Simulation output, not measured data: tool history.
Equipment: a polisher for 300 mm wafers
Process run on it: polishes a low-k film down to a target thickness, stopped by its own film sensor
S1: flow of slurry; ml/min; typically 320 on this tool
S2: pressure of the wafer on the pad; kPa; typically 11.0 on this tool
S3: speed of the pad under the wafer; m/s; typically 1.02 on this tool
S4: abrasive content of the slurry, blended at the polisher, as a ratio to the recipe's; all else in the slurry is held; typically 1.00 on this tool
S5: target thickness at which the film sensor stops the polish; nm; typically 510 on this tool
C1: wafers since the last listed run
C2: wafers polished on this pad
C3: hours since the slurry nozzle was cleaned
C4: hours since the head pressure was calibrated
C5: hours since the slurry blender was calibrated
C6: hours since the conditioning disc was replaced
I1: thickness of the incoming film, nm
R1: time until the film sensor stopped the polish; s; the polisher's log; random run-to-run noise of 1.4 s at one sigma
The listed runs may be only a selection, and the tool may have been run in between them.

run	hour	S1	S2	S3	S4	S5	C1	C2	C3	C4	C5	C6	I1	R1
1	0.0	320	11.0	1.02	1.00	510	0	6323	275.8	404.9	159.0	174.5	550.6	115.0
# hour 17.0: worn pad replaced by a new one
2	92.0	320	11.0	1.02	1.00	510	921	786	367.8	496.9	251.0	266.5	554.7	128.3
3	129.2	320	11.0	1.02	1.00	510	389	1175	405.0	534.1	288.2	303.7	555.7	129.9
4	217.8	320	11.0	1.02	1.00	510	928	2103	493.6	622.7	376.8	392.3	552.2	122.8
5	323.2	320	11.0	1.02	0.90	510	1104	3208	599.0	728.1	482.2	497.7	554.0	141.7
# hour 363.3: head pressure recalibrated
6	422.9	320	11.0	1.26	1.25	505	1023	4231	698.7	59.6	581.9	597.4	549.5	104.3
# hour 463.9: slurry nozzle cleaned
# hour 585.1: slurry blender recalibrated
# hour 593.7: conditioning disc replaced and pad reconditioned
7	626.1	320	8.3	1.26	1.00	506	2076	6307	162.2	262.8	41.0	32.4	546.8	126.4
8	732.6	320	11.0	1.02	1.00	522	1115	7423	268.7	369.3	147.5	138.9	547.7	71.4
# hour 763.2: worn pad replaced by a new one
9	838.1	395	11.0	1.02	0.90	522	1063	784	374.2	474.8	253.0	244.4	549.9	82.6
10	909.1	320	11.0	1.02	1.20	510	743	1528	445.2	545.8	324.0	315.4	552.2	116.4
11	959.6	320	8.3	0.72	1.00	517	529	2057	495.7	596.3	374.5	365.9	554.0	192.4
12	1059.3	320	11.0	1.02	1.00	520	1044	3102	595.4	696.0	474.2	465.6	549.4	89.8
# hour 1091.3: slurry nozzle cleaned
# hour 1100.1: head pressure recalibrated
13	1117.6	320	11.0	1.02	1.00	510	579	3681	26.3	17.5	532.5	523.9	542.0	98.3
# hour 1177.4: slurry blender recalibrated
14	1207.6	320	11.0	1.02	1.00	510	921	4603	116.3	107.5	30.2	613.9	542.6	88.5
15	1260.6	320	11.0	1.02	1.00	510	555	5158	169.3	160.5	83.2	666.9	558.5	132.3
16	1324.1	320	11.0	1.02	1.00	510	665	5823	232.8	224.0	146.7	730.4	557.6	129.8
# hour 1362.1: worn pad replaced by a new one
# hour 1367.9: conditioning disc replaced and pad reconditioned
17	1426.3	320	11.0	1.02	1.00	510	1007	652	335.0	326.2	248.9	58.4	551.3	116.3
18	1469.9	320	11.0	0.68	1.20	506	456	1108	378.6	369.8	292.5	102.0	542.5	137.7
19	1577.1	360	11.0	1.02	0.75	516	1123	2231	485.8	477.0	399.7	209.2	555.0	130.8
# hour 1824.9: slurry nozzle cleaned
20	1837.5	320	13.1	1.32	1.15	521	2717	4949	12.6	737.4	660.1	469.6	552.0	63.6
# hour 1859.0: head pressure recalibrated
21	1897.7	385	11.0	1.16	0.75	510	609	5559	72.8	38.7	720.3	529.8	560.7	168.1
22	1934.5	320	11.0	1.02	1.00	510	385	5944	109.6	75.5	757.1	566.6	547.6	122.0
# hour 1972.6: slurry blender recalibrated
23	1976.0	320	11.0	1.26	1.00	510	413	6358	151.1	117.0	3.4	608.1	549.6	91.3
# hour 1984.3: worn pad replaced by a new one
# hour 1993.2: conditioning disc replaced and pad reconditioned
24	2013.7	320	9.7	1.30	1.15	516	332	287	188.8	154.7	41.1	20.5	550.0	84.8
25	2063.6	320	8.3	1.02	1.00	500	522	809	238.7	204.6	91.0	70.4	542.1	152.3
26	2103.0	405	11.0	1.02	1.00	510	412	1222	278.1	244.0	130.4	109.8	546.8	101.9

Branching from run 26: 3 alternative next runs. What would each branch give?
A	2103.5	320	11.0	1.02	1.00	510	5	1227	278.6	244.5	130.9	110.3	550.8	?
B	2103.5	320	15.2	1.02	1.15	504	5	1227	278.6	244.5	130.9	110.3	550.8	?
C	2103.5	250	11.0	0.70	0.80	498	5	1227	278.6	244.5	130.9	110.3	550.8	?

run	R1
A	114.3
B	90.2
C	223.6
Take away the tool's hidden state, keep each run's random variation, and the runs would have read:
run	R1
A	110.1
B	87.1
C	214.6
